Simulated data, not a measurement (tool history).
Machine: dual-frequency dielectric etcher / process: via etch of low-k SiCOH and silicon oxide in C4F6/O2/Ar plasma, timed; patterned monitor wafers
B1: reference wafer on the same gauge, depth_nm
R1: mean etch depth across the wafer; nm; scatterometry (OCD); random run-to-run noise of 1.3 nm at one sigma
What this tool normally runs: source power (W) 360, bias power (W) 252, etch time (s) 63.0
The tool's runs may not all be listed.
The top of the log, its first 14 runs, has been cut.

Run 15, hour 224.5: usual settings but etch time (s) 44.5; B1 199.8. Result: R1 146.4 nm.
Run 16, hour 239.7: usual settings; B1 200.5. Result: R1 205.6 nm.
Run 17, hour 252.6: usual settings but source power (W) 420, bias power (W) 312, etch time (s) 56.0; B1 200.4. Result: R1 217.2 nm.
Run 18, hour 270.5: usual settings but source power (W) 410, bias power (W) 222, etch time (s) 54.0; B1 200.4. Result: R1 178.7 nm.
At hour 297.1: upper electrode replaced.
Run 19, hour 297.6: usual settings but source power (W) 440, bias power (W) 204, etch time (s) 72.0; B1 199.3. Result: R1 232.5 nm.
Run 20, hour 297.9: usual settings but bias power (W) 313, etch time (s) 81.5; B1 199.6. Result: R1 294.7 nm.
Run 21, hour 301.0: usual settings but source power (W) 280, bias power (W) 224, etch time (s) 73.0; B1 200.1. Result: R1 204.2 nm.
Run 22, hour 310.7: usual settings but source power (W) 420, bias power (W) 191, etch time (s) 53.0; B1 199.5. Result: R1 163.3 nm.
At hour 318.3: source power generator calibrated.
Run 23, hour 326.2: usual settings; B1 199.5. Result: R1 208.1 nm.
At hour 332.0: gauge calibrated.
Run 24, hour 375.6: usual settings but bias power (W) 303; B1 199.6. Result: R1 221.6 nm.
Run 25, hour 390.1: usual settings but source power (W) 430, bias power (W) 284; B1 200.3. Result: R1 232.5 nm.
Run 26, hour 400.8: usual settings; B1 199.4. Result: R1 206.3 nm.
Run 27, hour 411.8: usual settings but source power (W) 400, bias power (W) 207, etch time (s) 45.5; B1 199.5. Result: R1 142.3 nm.
Run 28, hour 426.0: usual settings but bias power (W) 289; B1 199.6. Result: R1 218.6 nm.
Run 29, hour 435.0: usual settings but source power (W) 400, bias power (W) 197, etch time (s) 77.5; B1 200.6. Result: R1 233.8 nm.
Run 30, hour 444.9: usual settings but source power (W) 420, bias power (W) 310, etch time (s) 72.0; B1 200.2. Result: R1 274.1 nm.

Here are 4 independent what-if runs from the current tool condition. What would each one return?
Run A, hour 445.3: usual settings; B1 ?. Result: R1 ?.
Run B, hour 445.3: usual settings but source power (W) 300, bias power (W) 215; B1 ?. Result: R1 ?.
Run C, hour 445.3: usual settings but source power (W) 330, bias power (W) 294, etch time (s) 58.0; B1 ?. Result: R1 ?.
Run D, hour 445.3: usual settings but source power (W) 390, bias power (W) 215; B1 ?. Result: R1 ?.

run     B1     R1
  A  199.7  204.4
  B  199.7  176.2
  C  199.7  194.3
  D  199.7  196.9
With the hidden condition removed and each run's random variation left untouched, the same runs would have given:
run     R1
  A  204.4
  B  176.2
  C  194.3
  D  196.9

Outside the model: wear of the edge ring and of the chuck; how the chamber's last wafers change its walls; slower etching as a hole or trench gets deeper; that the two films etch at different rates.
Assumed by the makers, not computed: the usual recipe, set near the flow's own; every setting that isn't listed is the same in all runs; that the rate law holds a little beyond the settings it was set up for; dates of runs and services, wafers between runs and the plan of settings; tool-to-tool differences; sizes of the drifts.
